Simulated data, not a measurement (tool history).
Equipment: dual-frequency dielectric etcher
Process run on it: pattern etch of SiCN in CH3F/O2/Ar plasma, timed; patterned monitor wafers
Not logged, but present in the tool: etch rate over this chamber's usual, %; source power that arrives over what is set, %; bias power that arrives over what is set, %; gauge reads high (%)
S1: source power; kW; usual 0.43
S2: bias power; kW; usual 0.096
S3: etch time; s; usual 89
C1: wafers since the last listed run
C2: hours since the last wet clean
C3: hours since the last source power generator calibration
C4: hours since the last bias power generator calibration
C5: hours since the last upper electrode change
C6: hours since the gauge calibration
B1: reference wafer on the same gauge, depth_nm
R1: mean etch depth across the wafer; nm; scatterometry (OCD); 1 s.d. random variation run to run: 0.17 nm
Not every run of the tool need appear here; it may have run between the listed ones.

{"run": 1, "day": 0.0, "S1": 0.43, "S2": 0.096, "S3": 89, "C1": 0, "C2": 382.5, "C3": 2070.8, "C4": 5221.6, "C5": 3681.2, "C6": 27.3, "B1": 44.1, "R1": 36.87}
{"run": 2, "day": 0.533, "S1": 0.43, "S2": 0.096, "S3": 89, "C1": 165, "C2": 395.3, "C3": 2083.6, "C4": 5234.4, "C5": 3694, "C6": 40.1, "B1": 44.09, "R1": 36.68}
{"run": 3, "day": 0.917, "S1": 0.43, "S2": 0.096, "S3": 89, "C1": 119, "C2": 404.5, "C3": 2092.8, "C4": 5243.6, "C5": 3703.2, "C6": 49.3, "B1": 44.04, "R1": 36.65}
{"run": 4, "day": 1.612, "S1": 0.43, "S2": 0.115, "S3": 71.5, "C1": 216, "C2": 421.2, "C3": 2109.5, "C4": 5260.3, "C5": 3719.9, "C6": 66, "B1": 44.12, "R1": 31.52}
{"run": 5, "day": 2.246, "S1": 0.43, "S2": 0.115, "S3": 71.5, "C1": 196, "C2": 436.4, "C3": 2124.7, "C4": 5275.5, "C5": 3735.1, "C6": 81.2, "B1": 44.04, "R1": 31.4}
{"run": 6, "day": 2.717, "S1": 0.43, "S2": 0.115, "S3": 71.5, "C1": 146, "C2": 447.7, "C3": 2136, "C4": 5286.8, "C5": 3746.4, "C6": 92.5, "B1": 44.03, "R1": 31.61}
{"run": 7, "day": 3.171, "S1": 0.38, "S2": 0.096, "S3": 89, "C1": 141, "C2": 458.6, "C3": 2146.9, "C4": 5297.7, "C5": 3757.3, "C6": 103.4, "B1": 44.06, "R1": 34}
{"day": 3.575, "done": "gauge calibrated"}
{"day": 3.596, "done": "source power generator calibrated"}
{"day": 3.804, "done": "bias power generator calibrated"}
{"day": 4.308, "done": "wet clean of the chamber"}
{"run": 8, "day": 4.329, "S1": 0.43, "S2": 0.096, "S3": 89, "C1": 100, "C2": 0.5, "C3": 17.6, "C4": 12.6, "C5": 3785.1, "C6": 18.1, "B1": 44.11, "R1": 38.66}
{"run": 9, "day": 4.342, "S1": 0.52, "S2": 0.115, "S3": 89, "C1": 3, "C2": 0.8, "C3": 17.9, "C4": 12.9, "C5": 3785.4, "C6": 18.4, "B1": 44.03, "R1": 45.69}
{"run": 10, "day": 4.471, "S1": 0.43, "S2": 0.077, "S3": 73.5, "C1": 40, "C2": 3.9, "C3": 21, "C4": 16, "C5": 3788.5, "C6": 21.5, "B1": 44.16, "R1": 29.34}
{"day": 5.962, "done": "upper electrode replaced, of another model than before"}
{"run": 11, "day": 5.983, "S1": 0.43, "S2": 0.096, "S3": 89, "C1": 159, "C2": 40.2, "C3": 57.3, "C4": 52.3, "C5": 0.5, "C6": 57.8, "B1": 44.15, "R1": 38.69}
{"run": 12, "day": 6.0, "S1": 0.43, "S2": 0.087, "S3": 107, "C1": 5, "C2": 40.6, "C3": 57.7, "C4": 52.7, "C5": 0.9, "C6": 58.2, "B1": 44.14, "R1": 45.45}
{"run": 13, "day": 7.021, "S1": 0.43, "S2": 0.108, "S3": 78, "C1": 317, "C2": 65.1, "C3": 82.2, "C4": 77.2, "C5": 25.4, "C6": 82.7, "B1": 44.14, "R1": 34.71}
{"run": 14, "day": 7.288, "S1": 0.43, "S2": 0.096, "S3": 89, "C1": 82, "C2": 71.5, "C3": 88.6, "C4": 83.6, "C5": 31.8, "C6": 89.1, "B1": 44.14, "R1": 38.35}
{"run": 15, "day": 7.588, "S1": 0.48, "S2": 0.109, "S3": 78, "C1": 93, "C2": 78.7, "C3": 95.8, "C4": 90.8, "C5": 39, "C6": 96.3, "B1": 44.06, "R1": 37.95}
{"day": 7.671, "done": "gauge calibrated"}
{"run": 16, "day": 8.029, "S1": 0.53, "S2": 0.119, "S3": 102.5, "C1": 137, "C2": 89.3, "C3": 106.4, "C4": 101.4, "C5": 49.6, "C6": 8.6, "B1": 44.17, "R1": 54.71}

Alternative continuations, all from the tool just after run 16; predict every row:
{"run": "A", "day": 8.046, "S1": 0.43, "S2": 0.096, "S3": 89, "C1": 5, "C2": 89.7, "C3": 106.8, "C4": 101.8, "C5": 50, "C6": 9, "B1": "?", "R1": "?"}
{"run": "B", "day": 8.046, "S1": 0.36, "S2": 0.111, "S3": 115.5, "C1": 5, "C2": 89.7, "C3": 106.8, "C4": 101.8, "C5": 50, "C6": 9, "B1": "?", "R1": "?"}
{"run": "C", "day": 8.046, "S1": 0.43, "S2": 0.105, "S3": 89, "C1": 5, "C2": 89.7, "C3": 106.8, "C4": 101.8, "C5": 50, "C6": 9, "B1": "?", "R1": "?"}

run=A B1=44.14 R1=38.46
run=B B1=44.14 R1=43.75
run=C B1=44.14 R1=39.41
The same runs, with their run-to-run variation unchanged, on a tool lacking any hidden condition would have given:
run=A R1=38.64
run=B R1=43.96
run=C R1=39.6
